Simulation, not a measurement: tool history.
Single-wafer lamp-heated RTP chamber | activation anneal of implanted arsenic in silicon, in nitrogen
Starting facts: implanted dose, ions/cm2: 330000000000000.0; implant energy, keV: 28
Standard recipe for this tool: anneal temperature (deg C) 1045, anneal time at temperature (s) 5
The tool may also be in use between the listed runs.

| run | hour | anneal temperature (deg C) | anneal time at temperature (s) | wafers since the last listed run | wafers since the last pyrometer calibration | wafers since the reflector plate was cleaned | hours since the gauge calibration | read-back reference wafer on the same gauge, sheet resistance | sheet resistance of the implanted and annealed layer (ohm/square) |
|---|---|---|---|---|---|---|---|---|---|
| 1 | 0.0 | 1037 | 5 | 0 | 5616 | 3211 | 684.7 | 240.48 | 268.97 |
|  | 6.3 | gauge calibrated |
|  | 47.0 | pyrometer window cleaned and pyrometer calibrated |
| 2 | 47.5 | 1037 | 5 | 536 | 7 | 3748 | 41.2 | 242.40 | 271.17 |
| 3 | 111.9 | 1037 | 5 | 874 | 882 | 4623 | 105.6 | 242.18 | 271.23 |
| 4 | 175.7 | 1022 | 5 | 866 | 1748 | 5489 | 169.4 | 241.94 | 271.92 |
| 5 | 245.0 | 1022 | 5 | 941 | 2690 | 6431 | 238.7 | 241.73 | 271.09 |
| 6 | 322.6 | 1060 | 5 | 1054 | 3744 | 7485 | 316.3 | 241.61 | 268.13 |
| 7 | 368.4 | 1060 | 5 | 622 | 4366 | 8107 | 362.1 | 241.40 | 267.94 |
|  | 402.7 | reflector plate cleaned |
| 8 | 476.0 | 1045 | 7 | 1352 | 5719 | 995 | 469.7 | 240.84 | 267.76 |
| 9 | 554.5 | 1029 | 3 | 1066 | 6785 | 2062 | 548.2 | 240.48 | 271.78 |
|  | 603.8 | pyrometer window cleaned and pyrometer calibrated |
| 10 | 604.3 | 1018 | 3 | 567 | 6 | 2629 | 598.0 | 240.42 | 272.08 |
|  | 668.8 | gauge calibrated |
| 11 | 701.8 | 1045 | 3 | 1324 | 1330 | 3954 | 33.0 | 242.43 | 273.64 |
| 12 | 766.7 | 1045 | 6 | 881 | 2212 | 4836 | 97.9 | 242.38 | 269.65 |
| 13 | 823.4 | 1045 | 5 | 770 | 2982 | 5606 | 154.6 | 242.20 | 269.94 |
|  | 900.2 | reflector plate cleaned |
| 14 | 912.8 | 1022 | 5 | 1105 | 4088 | 171 | 244.0 | 241.84 | 272.50 |
| 15 | 954.2 | 1045 | 5 | 562 | 4650 | 733 | 285.4 | 241.63 | 270.65 |

Here are 4 independent what-if runs from the current tool condition. What would each one return?
| A | 954.6 | 1058 | 5 | 5 | 4656 | 739 | 285.8 | ? | ? |
| B | 954.6 | 1019 | 5 | 5 | 4656 | 739 | 285.8 | ? | ? |
| C | 954.6 | 1017 | 6 | 5 | 4656 | 739 | 285.8 | ? | ? |
| D | 954.6 | 1033 | 8 | 5 | 4656 | 739 | 285.8 | ? | ? |

| run | read-back reference wafer on the same gauge, sheet resistance | sheet resistance of the implanted and annealed layer (ohm/square) |
|---|---|---|
| A | 241.67 | 269.41 |
| B | 241.67 | 272.40 |
| C | 241.67 | 271.95 |
| D | 241.67 | 269.68 |
Without the tool's hidden state the same runs would have given:
| run | sheet resistance of the implanted and annealed layer (ohm/square) |
|---|---|
| A | 270.92 |
| B | 273.93 |
| C | 273.47 |
| D | 271.19 |

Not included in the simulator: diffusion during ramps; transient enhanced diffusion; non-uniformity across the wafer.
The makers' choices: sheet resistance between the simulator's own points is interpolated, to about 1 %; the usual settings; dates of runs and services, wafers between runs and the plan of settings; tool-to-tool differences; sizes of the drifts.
